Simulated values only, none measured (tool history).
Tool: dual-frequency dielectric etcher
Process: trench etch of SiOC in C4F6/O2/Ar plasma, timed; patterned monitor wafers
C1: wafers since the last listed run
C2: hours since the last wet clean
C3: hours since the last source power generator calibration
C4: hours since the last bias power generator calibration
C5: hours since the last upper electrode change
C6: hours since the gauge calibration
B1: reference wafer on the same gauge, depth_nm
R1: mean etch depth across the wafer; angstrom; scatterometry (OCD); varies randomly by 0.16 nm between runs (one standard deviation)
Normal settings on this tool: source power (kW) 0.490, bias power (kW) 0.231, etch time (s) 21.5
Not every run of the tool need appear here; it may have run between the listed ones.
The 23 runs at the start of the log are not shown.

Run 24, hour 1054.2: usual settings; C1 742; C2 42.5; C3 394.1; C4 705.8; C5 298.1; C6 401.7; B1 64.5. Result: R1 546 angstrom.
Run 25, hour 1087.8: usual settings but source power (kW) 0.610, bias power (kW) 0.214, etch time (s) 19.0; C1 593; C2 76.1; C3 427.7; C4 739.4; C5 331.7; C6 435.3; B1 64.5. Result: R1 526 angstrom.
Run 26, hour 1127.0: usual settings; C1 692; C2 115.3; C3 466.9; C4 778.6; C5 370.9; C6 474.5; B1 64.5. Result: R1 542 angstrom.
Run 27, hour 1159.0: usual settings but source power (kW) 0.540, bias power (kW) 0.247; C1 565; C2 147.3; C3 498.9; C4 810.6; C5 402.9; C6 506.5; B1 64.5. Result: R1 585 angstrom.
Run 28, hour 1216.4: usual settings; C1 1014; C2 204.7; C3 556.3; C4 868.0; C5 460.3; C6 563.9; B1 64.5. Result: R1 541 angstrom.
Run 29, hour 1263.0: usual settings but source power (kW) 0.370, bias power (kW) 0.192, etch time (s) 15.5; C1 823; C2 251.3; C3 602.9; C4 914.6; C5 506.9; C6 610.5; B1 64.5. Result: R1 314 angstrom.
Run 30, hour 1313.6: usual settings but source power (kW) 0.400, bias power (kW) 0.279, etch time (s) 17.5; C1 894; C2 301.9; C3 653.5; C4 965.2; C5 557.5; C6 661.1; B1 64.5. Result: R1 421 angstrom.
Run 31, hour 1369.2: usual settings; C1 982; C2 357.5; C3 709.1; C4 1020.8; C5 613.1; C6 716.7; B1 64.5. Result: R1 546 angstrom.

Predict each of these 3 candidate next runs independently; none follows another, all start after run 31:
Run A, hour 1369.6: usual settings but etch time (s) 24.5; C1 7; C2 357.9; C3 709.5; C4 1021.2; C5 613.5; C6 717.1; B1 ?. Result: R1 ?.
Run B, hour 1369.6: usual settings but etch time (s) 15.5; C1 7; C2 357.9; C3 709.5; C4 1021.2; C5 613.5; C6 717.1; B1 ?. Result: R1 ?.
Run C, hour 1369.6: usual settings but bias power (kW) 0.186, etch time (s) 27.0; C1 7; C2 357.9; C3 709.5; C4 1021.2; C5 613.5; C6 717.1; B1 ?. Result: R1 ?.

run    B1   R1
  A  64.5  620
  B  64.5  392
  C  64.5  635
Stripped of hidden state, with their random variation kept, the same runs would have yielded:
run   R1
  A  614
  B  388
  C  629

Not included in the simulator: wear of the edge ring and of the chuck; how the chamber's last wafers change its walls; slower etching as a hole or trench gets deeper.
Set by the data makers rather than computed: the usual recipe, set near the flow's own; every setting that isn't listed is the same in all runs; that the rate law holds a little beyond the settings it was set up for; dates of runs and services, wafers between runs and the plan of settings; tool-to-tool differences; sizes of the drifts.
